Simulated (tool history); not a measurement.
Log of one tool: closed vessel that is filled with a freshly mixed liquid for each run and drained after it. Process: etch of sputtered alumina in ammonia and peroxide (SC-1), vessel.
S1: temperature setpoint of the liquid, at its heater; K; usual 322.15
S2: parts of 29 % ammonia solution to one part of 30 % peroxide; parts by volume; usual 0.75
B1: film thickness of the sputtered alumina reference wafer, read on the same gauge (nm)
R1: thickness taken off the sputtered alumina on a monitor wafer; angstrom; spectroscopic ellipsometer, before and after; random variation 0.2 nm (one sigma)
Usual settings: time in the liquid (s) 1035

run 1 hour=0.0 | S1=322.15 S2=1.05 time_in_the_liquid_(s)=1035 | B1=29.97 | R1=374.7
run 2 hour=66.5 | S1=322.15 S2=1.05 time_in_the_liquid_(s)=1035 | B1=30.01 | R1=373.4
-- hour=81.5 thermometer replaced
run 3 hour=134.8 | S1=322.15 S2=1.05 time_in_the_liquid_(s)=1035 | B1=29.98 | R1=376.2
-- hour=177.5 ammonia flow meter replaced
run 4 hour=184.4 | S1=322.15 S2=0.60 time_in_the_liquid_(s)=1035 | B1=29.98 | R1=358.6
-- hour=271.3 new drum of ammonia solution connected
run 5 hour=274.1 | S1=322.15 S2=0.75 time_in_the_liquid_(s)=1035 | B1=30.00 | R1=363.6
run 6 hour=328.0 | S1=322.15 S2=0.55 time_in_the_liquid_(s)=1035 | B1=30.04 | R1=352.4
-- hour=353.6 gauge calibrated
run 7 hour=394.9 | S1=322.15 S2=0.75 time_in_the_liquid_(s)=1035 | B1=29.96 | R1=365.9
run 8 hour=458.5 | S1=322.15 S2=0.75 time_in_the_liquid_(s)=1035 | B1=29.99 | R1=364.1
run 9 hour=518.3 | S1=322.15 S2=0.75 time_in_the_liquid_(s)=1035 | B1=30.02 | R1=361.0
-- hour=613.7 ammonia flow meter replaced
run 10 hour=625.8 | S1=322.15 S2=0.75 time_in_the_liquid_(s)=1035 | B1=29.99 | R1=363.0
run 11 hour=708.7 | S1=322.15 S2=0.90 time_in_the_liquid_(s)=675 | B1=29.99 | R1=243.1
run 12 hour=813.6 | S1=329.15 S2=0.65 time_in_the_liquid_(s)=1420 | B1=30.03 | R1=716.9
-- hour=818.2 thermometer replaced
run 13 hour=861.8 | S1=322.15 S2=0.75 time_in_the_liquid_(s)=1035 | B1=30.01 | R1=363.4
run 14 hour=914.6 | S1=329.15 S2=0.40 time_in_the_liquid_(s)=1265 | B1=30.01 | R1=613.0
run 15 hour=968.8 | S1=322.15 S2=1.00 time_in_the_liquid_(s)=515 | B1=30.00 | R1=187.4
-- hour=1010.4 ammonia flow meter replaced
-- hour=1033.6 gauge calibrated
run 16 hour=1069.9 | S1=322.15 S2=0.75 time_in_the_liquid_(s)=1035 | B1=30.00 | R1=362.3
-- hour=1093.8 new drum of ammonia solution connected
run 17 hour=1108.6 | S1=325.15 S2=0.75 time_in_the_liquid_(s)=1035 | B1=30.00 | R1=428.7

Run 18 comes next. What will it give?
run 18 hour=1174.6 | S1=329.15 S2=0.45 time_in_the_liquid_(s)=1035 | B1=? | R1=?

Run 18 gave B1 30.03, R1 506.4 angstrom.
Without the tool's hidden state the same run would have given R1 506.4 angstrom.
